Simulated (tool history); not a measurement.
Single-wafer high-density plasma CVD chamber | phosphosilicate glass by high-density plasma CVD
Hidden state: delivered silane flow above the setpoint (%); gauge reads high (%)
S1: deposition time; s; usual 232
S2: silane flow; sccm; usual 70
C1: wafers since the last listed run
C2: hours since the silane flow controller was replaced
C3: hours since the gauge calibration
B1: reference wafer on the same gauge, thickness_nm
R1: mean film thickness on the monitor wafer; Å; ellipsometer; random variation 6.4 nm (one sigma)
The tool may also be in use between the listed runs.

run	day	S1	S2	C1	C2	C3	B1	R1
1	0	232	70	0	889.3	591.2	1590.517	17217.79
2	10.642	232	70	2242	1144.7	846.6	1588.901	17055.59
3	14.675	232	70	850	1241.5	943.4	1589.511	16979.9
4	17.438	232	73	582	1307.8	1009.7	1586.662	17649.72
5	20.917	232	73	733	1391.3	1093.2	1589.156	17578.73
6	23.871	232	73	622	1462.2	1164.1	1588.208	17563.62
# day 26.258: gauge calibrated
7	28.308	232	65	935	1568.7	49.2	1589.542	15709.23
# day 31.871: silane flow controller replaced
8	31.892	232	70	685	0.5	135.2	1588.564	17702.33
9	34.45	232	70	539	61.9	196.6	1590.511	17455.67
10	38.171	201	75	784	151.2	285.9	1591.147	16237.18
11	40.412	190	59	472	205	339.7	1589.695	12384.2
12	42.883	193	74	520	264.3	399	1588.963	15244.13
13	47.133	208	77	895	366.3	501	1590.504	17087.94

Run 14 comes next. What will it give?
14	54.775	270	80	1610	549.7	684.4	?	?

{"run 14": {"B1": 1589.168, "R1": 22757.21}}
Without the tool's hidden state the same run would have given R1 23245.9 Å.
